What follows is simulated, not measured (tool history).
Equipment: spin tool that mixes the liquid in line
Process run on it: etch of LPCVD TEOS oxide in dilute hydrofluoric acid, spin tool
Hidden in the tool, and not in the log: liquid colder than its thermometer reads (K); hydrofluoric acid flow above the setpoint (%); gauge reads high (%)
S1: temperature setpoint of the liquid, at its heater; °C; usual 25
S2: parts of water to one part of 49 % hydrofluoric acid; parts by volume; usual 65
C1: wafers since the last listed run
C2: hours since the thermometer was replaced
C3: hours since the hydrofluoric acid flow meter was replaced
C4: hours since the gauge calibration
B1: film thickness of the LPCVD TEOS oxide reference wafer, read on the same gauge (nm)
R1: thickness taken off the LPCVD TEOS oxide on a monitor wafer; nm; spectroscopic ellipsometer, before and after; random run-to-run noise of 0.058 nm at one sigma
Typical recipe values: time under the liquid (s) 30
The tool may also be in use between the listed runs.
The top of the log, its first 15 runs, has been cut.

Run 16, hour 1498.3: usual settings but S1 28 °C, S2 50 parts by volume, time under the liquid (s) 20; C1 553; C2 416.5; C3 302.4; C4 636.3; B1 50. Result: R1 10.69 nm.
Run 17, hour 1570.2: usual settings but time under the liquid (s) 40; C1 778; C2 488.4; C3 374.3; C4 708.2; B1 49.97. Result: R1 14.47 nm.
Run 18, hour 1624.7: usual settings but S2 85 parts by volume; C1 589; C2 542.9; C3 428.8; C4 762.7; B1 49.98. Result: R1 8.09 nm.
Run 19, hour 1663.3: usual settings but S1 28 °C, S2 75 parts by volume, time under the liquid (s) 40; C1 417; C2 581.5; C3 467.4; C4 801.3; B1 49.96. Result: R1 14 nm.
Run 20, hour 1707.2: usual settings but S1 23 °C; C1 475; C2 625.4; C3 511.3; C4 845.2; B1 50.03. Result: R1 10.08 nm.
Run 21, hour 1801.3: usual settings; C1 1018; C2 719.5; C3 605.4; C4 939.3; B1 50.05. Result: R1 11.02 nm.
At hour 1806.6: hydrofluoric acid flow meter replaced.
Run 22, hour 1862.5: usual settings but S2 85 parts by volume; C1 651; C2 780.7; C3 55.9; C4 1000.5; B1 49.98. Result: R1 7.86 nm.
Run 23, hour 1969.9: usual settings but S1 26.5 °C; C1 1162; C2 888.1; C3 163.3; C4 1107.9; B1 50. Result: R1 11.48 nm.
At hour 2001: thermometer replaced.
Run 24, hour 2068.8: usual settings; C1 1059; C2 67.8; C3 262.2; C4 1206.8; B1 49.98. Result: R1 10.71 nm.
Run 25, hour 2147.2: usual settings but S2 80 parts by volume, time under the liquid (s) 45; C1 848; C2 146.2; C3 340.6; C4 1285.2; B1 49.99. Result: R1 13.03 nm.
Run 26, hour 2233.1: usual settings but S2 45 parts by volume, time under the liquid (s) 45; C1 929; C2 232.1; C3 426.5; C4 1371.1; B1 49.96. Result: R1 24.17 nm.
Run 27, hour 2324.7: usual settings; C1 991; C2 323.7; C3 518.1; C4 1462.7; B1 50.02. Result: R1 10.82 nm.
Run 28, hour 2392.8: usual settings but time under the liquid (s) 15; C1 737; C2 391.8; C3 586.2; C4 1530.8; B1 50.01. Result: R1 5.4 nm.
Run 29, hour 2482.8: usual settings; C1 974; C2 481.8; C3 676.2; C4 1620.8; B1 49.97. Result: R1 10.91 nm.
At hour 2506.4: hydrofluoric acid flow meter replaced.
Run 30, hour 2524.2: usual settings but time under the liquid (s) 25; C1 437; C2 523.2; C3 17.8; C4 1662.2; B1 50.02. Result: R1 8.89 nm.
Run 31, hour 2573.7: usual settings but S2 40 parts by volume, time under the liquid (s) 35; C1 535; C2 572.7; C3 67.3; C4 1711.7; B1 49.99. Result: R1 20.8 nm.
Run 32, hour 2651.6: usual settings but S1 23.5 °C; C1 843; C2 650.6; C3 145.2; C4 1789.6; B1 50.01. Result: R1 10.13 nm.

Predict each of these 5 candidate next runs independently; none follows another, all start after run 32:
Run A, hour 2652: usual settings; C1 4; C2 651; C3 145.6; C4 1790; B1 ?. Result: R1 ?.
Run B, hour 2652: usual settings but S2 95 parts by volume, time under the liquid (s) 20; C1 4; C2 651; C3 145.6; C4 1790; B1 ?. Result: R1 ?.
Run C, hour 2652: usual settings but S2 55 parts by volume; C1 4; C2 651; C3 145.6; C4 1790; B1 ?. Result: R1 ?.
Run D, hour 2652: usual settings but S1 20.5 °C, S2 40 parts by volume, time under the liquid (s) 15; C1 4; C2 651; C3 145.6; C4 1790; B1 ?. Result: R1 ?.
Run E, hour 2652: usual settings but S1 26.5 °C, time under the liquid (s) 50; C1 4; C2 651; C3 145.6; C4 1790; B1 ?. Result: R1 ?.

run     B1     R1
  A  49.97  10.61
  B  49.97   4.66
  C  49.97  12.71
  D  49.97   7.38
  E  49.97  18.79
Stripped of hidden state, with their random variation kept, the same runs would have yielded:
run     R1
  A  10.49
  B    4.6
  C  12.56
  D    7.3
  E  18.56
